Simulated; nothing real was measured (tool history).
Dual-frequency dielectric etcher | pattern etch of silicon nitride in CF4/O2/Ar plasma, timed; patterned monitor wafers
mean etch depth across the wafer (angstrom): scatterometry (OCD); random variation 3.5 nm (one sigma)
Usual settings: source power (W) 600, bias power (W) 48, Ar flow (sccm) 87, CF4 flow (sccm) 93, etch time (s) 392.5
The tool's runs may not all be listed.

| run | hour | source power (W) | bias power (W) | Ar flow (sccm) | CF4 flow (sccm) | etch time (s) | read-back reference wafer on the same gauge, depth_nm | mean etch depth across the wafer (angstrom) |
|---|---|---|---|---|---|---|---|---|
| 1 | 0 | 600 | 48 | 87 | 81 | 392.5 | 896.8 | 8104 |
|  | 16.1 | gauge calibrated |
|  | 92 | CF4 flow controller replaced |
| 2 | 92.5 | 600 | 56 | 87 | 93 | 392.5 | 896.3 | 8921 |
| 3 | 133.6 | 600 | 48 | 87 | 93 | 392.5 | 895.4 | 8160 |
| 4 | 177 | 600 | 48 | 87 | 93 | 392.5 | 896.6 | 8165 |
| 5 | 225.2 | 600 | 56 | 87 | 93 | 463.5 | 896.6 | 10434 |
| 6 | 255.5 | 600 | 48 | 87 | 93 | 392.5 | 896.1 | 8164 |
| 7 | 310.2 | 660 | 48 | 87 | 93 | 509.5 | 895.7 | 11615 |
|  | 340.8 | source power generator calibrated |
|  | 353.4 | upper electrode replaced |
| 8 | 375.7 | 600 | 48 | 93 | 93 | 353 | 894.9 | 7279 |
|  | 414.2 | wet clean of the chamber |
| 9 | 414.7 | 600 | 48 | 87 | 93 | 392.5 | 895.7 | 8179 |
| 10 | 430 | 660 | 48 | 87 | 93 | 392.5 | 895.5 | 8893 |
|  | 494 | Ar flow controller replaced |
| 11 | 497.6 | 670 | 48 | 87 | 93 | 392.5 | 896.4 | 9121 |
| 12 | 543.7 | 600 | 48 | 87 | 93 | 392.5 | 896.2 | 8054 |
| 13 | 580 | 600 | 55 | 87 | 85 | 392.5 | 896.1 | 8713 |
| 14 | 621.3 | 450 | 48 | 99 | 93 | 392.5 | 896.9 | 6090 |
| 15 | 676.2 | 490 | 54 | 87 | 84 | 392.5 | 896 | 7049 |
| 16 | 710.6 | 540 | 48 | 70 | 93 | 392.5 | 895 | 7426 |
| 17 | 748.1 | 680 | 48 | 87 | 93 | 392.5 | 895.5 | 9155 |
| 18 | 793.7 | 670 | 48 | 87 | 102 | 337.5 | 895 | 7829 |
|  | 847.6 | wet clean of the chamber |
| 19 | 848.1 | 600 | 48 | 87 | 93 | 392.5 | 897.1 | 8095 |
| 20 | 892.8 | 650 | 54 | 73 | 93 | 392.5 | 895.8 | 9427 |
| 21 | 954.8 | 600 | 48 | 87 | 113 | 392.5 | 895.5 | 8230 |

Forecast each of these 4 alternatives for the next run:
| A | 955.3 | 600 | 48 | 87 | 93 | 392.5 | ? | ? |
| B | 955.3 | 720 | 48 | 79 | 106 | 435 | ? | ? |
| C | 955.3 | 650 | 48 | 73 | 93 | 392.5 | ? | ? |
| D | 955.3 | 750 | 54 | 87 | 93 | 392.5 | ? | ? |

| run | read-back reference wafer on the same gauge, depth_nm | mean etch depth across the wafer (angstrom) |
|---|---|---|
| A | 895.6 | 8071 |
| B | 895.6 | 10911 |
| C | 895.6 | 8847 |
| D | 895.6 | 10648 |
Without the tool's hidden state the same runs would have given:
| run | mean etch depth across the wafer (angstrom) |
|---|---|
| A | 8223 |
| B | 11109 |
| C | 9011 |
| D | 10854 |
